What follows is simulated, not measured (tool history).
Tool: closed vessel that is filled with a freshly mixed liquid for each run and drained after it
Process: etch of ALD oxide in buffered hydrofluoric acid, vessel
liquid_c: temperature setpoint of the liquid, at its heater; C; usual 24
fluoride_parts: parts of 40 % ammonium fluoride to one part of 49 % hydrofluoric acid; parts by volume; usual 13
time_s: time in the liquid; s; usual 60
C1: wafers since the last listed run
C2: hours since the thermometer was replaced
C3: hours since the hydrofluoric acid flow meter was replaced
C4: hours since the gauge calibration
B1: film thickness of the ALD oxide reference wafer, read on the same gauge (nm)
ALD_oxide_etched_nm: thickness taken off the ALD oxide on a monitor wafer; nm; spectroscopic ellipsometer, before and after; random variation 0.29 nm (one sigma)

Run 1, day 0: usual settings but liquid_c 27 C, time_s 80 s; C1 0; C2 431.9; C3 199.9; C4 228.7; B1 120. Result: ALD_oxide_etched_nm 103.52 nm.
Run 2, day 1.271: usual settings but liquid_c 27 C, time_s 80 s; C1 2530; C2 462.4; C3 230.4; C4 259.2; B1 120. Result: ALD_oxide_etched_nm 104.53 nm.
Run 3, day 2.712: usual settings; C1 2870; C2 497; C3 265; C4 293.8; B1 120.03. Result: ALD_oxide_etched_nm 66.39 nm.
Run 4, day 3.871: usual settings; C1 2306; C2 524.8; C3 292.8; C4 321.6; B1 120. Result: ALD_oxide_etched_nm 66.88 nm.
Run 5, day 5.171: usual settings; C1 2588; C2 556; C3 324; C4 352.8; B1 120.03. Result: ALD_oxide_etched_nm 66.23 nm.
Run 6, day 6.458: usual settings; C1 2563; C2 586.9; C3 354.9; C4 383.7; B1 120.02. Result: ALD_oxide_etched_nm 66.04 nm.
Run 7, day 7.1: usual settings; C1 1277; C2 602.3; C3 370.3; C4 399.1; B1 120. Result: ALD_oxide_etched_nm 66.5 nm.
Run 8, day 8.5: usual settings; C1 2787; C2 635.9; C3 403.9; C4 432.7; B1 119.96. Result: ALD_oxide_etched_nm 65.58 nm.
At day 8.721: hydrofluoric acid flow meter replaced.
At day 9.083: gauge calibrated.
Run 9, day 9.729: usual settings; C1 2364; C2 665.4; C3 24.2; C4 15.5; B1 120. Result: ALD_oxide_etched_nm 65.77 nm.
Run 10, day 10.317: usual settings but liquid_c 21.5 C, fluoride_parts 11.5 parts by volume, time_s 45 s; C1 1169; C2 679.5; C3 38.3; C4 29.6; B1 120.01. Result: ALD_oxide_etched_nm 48.52 nm.
Run 11, day 13.775: usual settings but liquid_c 28 C, fluoride_parts 15 parts by volume, time_s 30 s; C1 6885; C2 762.5; C3 121.3; C4 112.6; B1 119.98. Result: ALD_oxide_etched_nm 35.27 nm.
Run 12, day 14.904: usual settings; C1 2248; C2 789.6; C3 148.4; C4 139.7; B1 120. Result: ALD_oxide_etched_nm 66.29 nm.
At day 15.129: thermometer replaced.
Run 13, day 15.971: usual settings but liquid_c 28 C, fluoride_parts 10 parts by volume, time_s 35 s; C1 2040; C2 20.2; C3 174; C4 165.3; B1 120. Result: ALD_oxide_etched_nm 63.41 nm.
Run 14, day 16.579: usual settings but fluoride_parts 8 parts by volume; C1 1211; C2 34.8; C3 188.6; C4 179.9; B1 120.04. Result: ALD_oxide_etched_nm 106.59 nm.
Run 15, day 17.958: usual settings but liquid_c 20.5 C; C1 2745; C2 67.9; C3 221.7; C4 213; B1 119.98. Result: ALD_oxide_etched_nm 55.75 nm.
Run 16, day 19.146: usual settings; C1 2364; C2 96.4; C3 250.2; C4 241.5; B1 120. Result: ALD_oxide_etched_nm 67.74 nm.
Run 17, day 19.754: usual settings but fluoride_parts 16 parts by volume, time_s 85 s; C1 1211; C2 111; C3 264.8; C4 256.1; B1 119.99. Result: ALD_oxide_etched_nm 78.11 nm.
Run 18, day 21.058: usual settings but time_s 80 s; C1 2596; C2 142.3; C3 296.1; C4 287.4; B1 119.99. Result: ALD_oxide_etched_nm 89.76 nm.

3 ways to go on from here, each from the tool as it stands after run 18. What would each give?
Run A, day 21.088: usual settings but fluoride_parts 14.5 parts by volume; C1 58; C2 143; C3 296.8; C4 288.1; B1 ?. Result: ALD_oxide_etched_nm ?.
Run B, day 21.088: usual settings but liquid_c 20.5 C, fluoride_parts 8.5 parts by volume; C1 58; C2 143; C3 296.8; C4 288.1; B1 ?. Result: ALD_oxide_etched_nm ?.
Run C, day 21.088: usual settings but liquid_c 27 C, fluoride_parts 16.5 parts by volume, time_s 30 s; C1 58; C2 143; C3 296.8; C4 288.1; B1 ?. Result: ALD_oxide_etched_nm ?.

run      B1  ALD_oxide_etched_nm
  A  120.01                 60.3
  B  120.01                81.25
  C  120.01                31.24
Without the tool's hidden state the same runs would have given:
run  ALD_oxide_etched_nm
  A                61.02
  B                82.25
  C                31.61

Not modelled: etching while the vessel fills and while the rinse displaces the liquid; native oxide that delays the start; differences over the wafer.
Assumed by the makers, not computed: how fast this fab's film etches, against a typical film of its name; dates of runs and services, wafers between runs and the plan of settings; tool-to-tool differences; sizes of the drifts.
